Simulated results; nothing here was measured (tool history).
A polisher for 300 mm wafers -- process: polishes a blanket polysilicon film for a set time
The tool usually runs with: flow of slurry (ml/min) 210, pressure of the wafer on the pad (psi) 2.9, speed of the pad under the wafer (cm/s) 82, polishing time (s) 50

run	hour	flow of slurry (ml/min)	pressure of the wafer on the pad (psi)	speed of the pad under the wafer (cm/s)	polishing time (s)	incoming thickness of the incoming film, nm	film removed (nm)
1	0.0	210	2.9	82	50	961.4	412.8
2	21.6	210	2.9	82	50	958.0	410.9
3	36.0	210	3.4	98	50	978.7	529.9
4	54.1	210	3.4	98	50	973.4	518.2
# hour 111.6: worn pad replaced by a new one
5	143.3	210	2.9	82	50	966.3	427.8
6	171.7	210	2.9	82	50	961.5	420.0
7	190.2	155	2.9	82	50	954.5	400.2
8	212.3	210	2.9	82	50	946.1	419.3
9	226.7	210	2.9	82	50	970.1	415.2
10	250.8	210	2.9	82	50	960.0	413.3
11	280.2	210	2.9	82	50	961.4	406.9
12	306.0	210	2.9	82	50	966.8	395.8
# hour 320.2: worn pad replaced by a new one
13	331.3	210	2.9	82	50	945.6	424.0
14	365.3	210	2.9	82	50	954.7	415.3
# hour 381.9: head pressure recalibrated
15	400.8	210	2.9	82	50	965.1	411.3
# hour 420.6: slurry nozzle cleaned
16	427.9	210	3.6	82	57	958.7	570.0
17	450.8	210	2.9	56	43	962.3	280.0
18	479.1	250	2.9	82	50	959.6	420.6
19	509.1	185	3.8	82	65	948.6	631.2
20	531.4	190	2.9	82	32	967.7	256.5
# hour 540.9: worn pad replaced by a new one
21	545.4	265	2.9	90	39	959.5	368.3
22	575.5	275	3.5	74	50	969.7	472.0
23	591.5	210	2.9	98	45	953.8	440.6
24	679.1	210	2.1	100	50	966.6	383.2
25	702.0	155	2.9	82	66	970.9	514.1
26	723.0	150	2.9	82	50	966.9	385.5
27	754.3	240	2.9	82	50	962.9	404.3
# hour 769.9: worn pad replaced by a new one
28	770.4	245	3.8	60	66	962.1	556.7
29	791.4	210	2.9	82	50	943.5	417.3
30	803.9	210	2.9	82	50	970.1	420.2
31	820.9	210	3.9	92	36	954.4	406.2
# hour 839.0: head pressure recalibrated
32	846.8	210	2.9	82	57	950.7	470.5
33	877.7	230	2.1	90	64	957.6	460.2
34	904.8	160	2.9	74	50	945.5	359.4
35	930.5	210	2.9	82	50	957.5	401.9
36	950.3	210	2.9	82	38	951.5	297.3

5 options for the next run, each taken on its own from the tool as it stands now. Forecast them:
A	950.7	210	2.9	82	41	944.8	?
B	950.7	210	2.9	82	39	944.8	?
C	950.7	210	2.9	96	50	944.8	?
D	950.7	210	2.2	82	50	944.8	?
E	950.7	210	2.9	82	34	944.8	?

run	film removed (nm)
A	318.1
B	302.6
C	435.4
D	320.4
E	263.8
Stripped of hidden state, with their random variation kept, the same runs would have yielded:
run	film removed (nm)
A	348.2
B	331.2
C	476.5
D	350.7
E	288.7
